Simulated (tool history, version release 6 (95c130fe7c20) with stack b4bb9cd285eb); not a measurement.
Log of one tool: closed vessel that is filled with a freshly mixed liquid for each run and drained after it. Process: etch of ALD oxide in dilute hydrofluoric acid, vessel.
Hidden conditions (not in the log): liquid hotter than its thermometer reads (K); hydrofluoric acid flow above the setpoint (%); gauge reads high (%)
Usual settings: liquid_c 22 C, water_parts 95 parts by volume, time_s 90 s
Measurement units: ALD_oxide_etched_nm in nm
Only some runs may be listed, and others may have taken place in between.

run	hour	liquid_c	water_parts	time_s	wafers since the last listed run	hours since the thermometer was replaced	hours since the hydrofluoric acid flow meter was replaced	hours since the gauge calibration	read-back film thickness of the ALD oxide reference wafer, read on the same gauge (nm)	ALD_oxide_etched_nm
1	0	22	95	55	0	2466.6	646.4	166.1	39.96	14.55
2	15	22	95	55	1405	2481.6	661.4	181.1	39.96	14.6
3	31.7	22	95	90	1564	2498.3	678.1	197.8	40.03	24.02
4	48.2	22	95	90	1546	2514.8	694.6	214.3	40	23.94
5	66.1	22	85	90	1677	2532.7	712.5	232.2	39.96	27.51
6	72.6	22	85	90	609	2539.2	719	238.7	39.98	27.25
7	80.5	22	85	90	740	2547.1	726.9	246.6	39.95	27.37
8	96.4	23.5	95	90	1489	2563	742.8	262.5	40.02	25.44
9	112.2	23.5	95	90	1480	2578.8	758.6	278.3	40.01	25.78
# hour 115: gauge calibrated
10	118.7	17	80	45	609	2585.3	765.1	3.7	40.02	11.9
11	142	20.5	115	90	2183	2608.6	788.4	27	40.04	18.72
12	158.7	22	95	90	1564	2625.3	805.1	43.7	39.97	24.38
13	171.6	20.5	95	130	1208	2638.2	818	56.6	40	33.05
14	178.5	22	95	65	646	2645.1	824.9	63.5	39.98	17.77
# hour 187.6: hydrofluoric acid flow meter replaced
15	188.5	17.5	120	125	843	2655.1	0.9	73.5	39.99	19.3
16	203.9	22	65	50	1443	2670.5	16.3	88.9	40	18.28
# hour 211.9: thermometer replaced
17	219.8	22	75	90	1396	7.9	32.2	104.8	40.05	28.05
18	234.3	24.5	95	90	1358	22.4	46.7	119.3	40.02	24.1
19	284.8	22	95	90	4731	72.9	97.2	169.8	39.97	22.14

Below are 4 alternative next runs, each starting from the tool's condition after run 19. Predict each:
A	285.5	22	95	35	65	73.6	97.9	170.5	?	?
B	285.5	23.5	95	110	65	73.6	97.9	170.5	?	?
C	285.5	24	95	60	65	73.6	97.9	170.5	?	?
D	285.5	22	95	110	65	73.6	97.9	170.5	?	?

run	read-back film thickness of the ALD oxide reference wafer, read on the same gauge (nm)	ALD_oxide_etched_nm
A	39.99	8.62
B	39.99	28.79
C	39.99	16.02
D	39.99	27.1
Stripped of hidden state, with their random variation kept, the same runs would have yielded:
run	ALD_oxide_etched_nm
A	8.4
B	28.03
C	15.6
D	26.39

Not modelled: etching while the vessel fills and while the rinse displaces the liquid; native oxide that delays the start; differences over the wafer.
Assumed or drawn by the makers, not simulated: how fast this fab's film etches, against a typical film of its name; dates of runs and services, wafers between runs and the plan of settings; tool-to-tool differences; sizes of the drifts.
